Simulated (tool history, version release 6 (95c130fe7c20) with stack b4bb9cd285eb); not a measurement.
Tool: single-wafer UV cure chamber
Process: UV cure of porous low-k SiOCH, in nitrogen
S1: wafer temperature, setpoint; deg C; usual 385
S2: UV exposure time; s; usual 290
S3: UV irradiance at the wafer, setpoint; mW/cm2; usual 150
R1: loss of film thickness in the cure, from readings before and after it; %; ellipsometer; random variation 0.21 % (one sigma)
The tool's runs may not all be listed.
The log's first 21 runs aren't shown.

run     day   S1   S2   S3      R1
 22  21.329  385  185  150  12.164
 23  22.008  371  290  150  14.441
 24  22.758  385  180  179  12.925
 25  24.021  399  290  113  13.084
 26  24.717  368  290  150  13.701
 27  25.350  385  425  150  16.138
 28  26.296  385  290  150  14.163
     28.725  -- quartz window cleaned
 29  30.583  400  445  173  17.162
 30  31.104  375  290  150  13.885
     31.888  -- UV bulbs replaced
 31  32.296  401  235  150  14.867
 32  33.704  385  290  150  15.758
 33  34.558  400  445  173  19.172
 34  35.683  378  245  117  13.455
 35  36.683  385  290  185  16.570
     38.179  -- quartz window cleaned
 36  38.200  385  290  150  15.578
 37  39.167  366  425  111  15.865
 38  40.592  385  290  150  15.107
 39  41.804  385  290  188  16.824
 40  42.729  392  460  172  18.592
 41  44.217  366  290  120  13.861
 42  45.317  385  290  150  15.256
 43  46.729  378  395  150  16.649
     47.304  -- quartz window cleaned
 44  47.750  385  290  150  15.022

Forecast each of these 5 alternatives for the next run:
  A  47.771  385  290  117   ?
  B  47.771  404  335  138   ?
  C  47.771  390  245  150   ?
  D  47.771  369  170  122   ?
  E  47.771  385  345  170   ?

run      R1
  A  13.856
  B  15.780
  C  14.351
  D  11.170
  E  16.613
Without the tool's hidden state the same runs would have given:
run      R1
  A  14.602
  B  16.543
  C  15.104
  D  11.877
  E  17.380

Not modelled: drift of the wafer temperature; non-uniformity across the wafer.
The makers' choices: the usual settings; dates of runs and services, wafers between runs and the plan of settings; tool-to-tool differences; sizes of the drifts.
